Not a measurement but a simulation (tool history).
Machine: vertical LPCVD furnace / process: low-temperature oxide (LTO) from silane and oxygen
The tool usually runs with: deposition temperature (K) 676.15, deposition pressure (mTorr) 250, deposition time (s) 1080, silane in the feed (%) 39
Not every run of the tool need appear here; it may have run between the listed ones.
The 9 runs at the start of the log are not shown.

run     day  deposition temperature (K)  deposition pressure (mTorr)  deposition time (s)  silane in the feed (%)  read-back reference wafer on the same gauge, thickness  film thickness on the monitor wafer in the middle of the boat (angstrom)
 10   5.562                      683.15                          290                 1320                      42                                                  165.02                                                                    3373.9
 11   6.271                      676.15                          195                 1080                      39                                                  164.89                                                                    1593.2
 12   6.612                      672.15                          290                  870                      42                                                  164.91                                                                    1978.6
 13   7.029                      676.15                          250                 1080                      32                                                  165.06                                                                    1562.9
 14   7.333                      676.15                          275                 1080                      36                                                  165.02                                                                    2023.8
 15   7.642                      666.15                          225                 1080                      45                                                  164.99                                                                    1925.8
 16   8.292                      676.15                          305                 1080                      39                                                  165.04                                                                    2477.4
 17   9.771                      684.15                          215                 1410                      32                                                  165.06                                                                    1934.3
     10.846  -- silane flow controller replaced
 18  10.867                      676.15                          195                  780                      34                                                  164.92                                                                     971.4
 19  11.046                      676.15                          250                  660                      39                                                  165.18                                                                    1245.6
 20  11.475                      676.15                          250                 1080                      39                                                  165.09                                                                      2033
 21  12.212                      679.15                          250                 1080                      39                                                  164.94                                                                    2110.5
 22  12.858                      676.15                          250                 1080                      42                                                  164.97                                                                    2233.1
 23  13.467                      682.15                          250                 1410                      34                                                  165.16                                                                    2379.7
 24  13.929                      681.15                          310                 1080                      39                                                  165.21                                                                    2672.8
 25  14.404                      683.15                          250                 1080                      39                                                  164.98                                                                    2211.1
 26  14.683                      676.15                          285                 1080                      39                                                  164.99                                                                    2319.4
 27  15.183                      685.15                          250                 1080                      33                                                  165.11                                                                    1826.2
 28  15.929                      676.15                          215                 1470                      39                                                  164.91                                                                    2408.7
 29  16.312                      676.15                          230                 1080                      39                                                  165.22                                                                      1881
 30  16.871                      682.15                          235                 1230                      37                                                  164.96                                                                    2186.7
 31  17.254                      676.15                          230                 1080                      39                                                  164.97                                                                    1889.4
 32  17.712                      676.15                          300                 1080                      39                                                  164.89                                                                    2465.3

Alternative continuations, all from the tool just after run 32; predict every row:
  A  17.896                      684.15                          250                 1080                      39                                                       ?                                                                         ?
  B  17.896                      676.15                          250                  660                      33                                                       ?                                                                         ?
  C  17.896                      681.15                          305                 1290                      35                                                       ?                                                                         ?

run  read-back reference wafer on the same gauge, thickness  film thickness on the monitor wafer in the middle of the boat (angstrom)
  A                                                  165.04                                                                    2248.6
  B                                                  165.04                                                                    1014.7
  C                                                  165.04                                                                      2760
What these runs would have given with no unlogged condition in the tool:
run  film thickness on the monitor wafer in the middle of the boat (angstrom)
  A                                                                    2189.4
  B                                                                     987.6
  C                                                                    2697.3

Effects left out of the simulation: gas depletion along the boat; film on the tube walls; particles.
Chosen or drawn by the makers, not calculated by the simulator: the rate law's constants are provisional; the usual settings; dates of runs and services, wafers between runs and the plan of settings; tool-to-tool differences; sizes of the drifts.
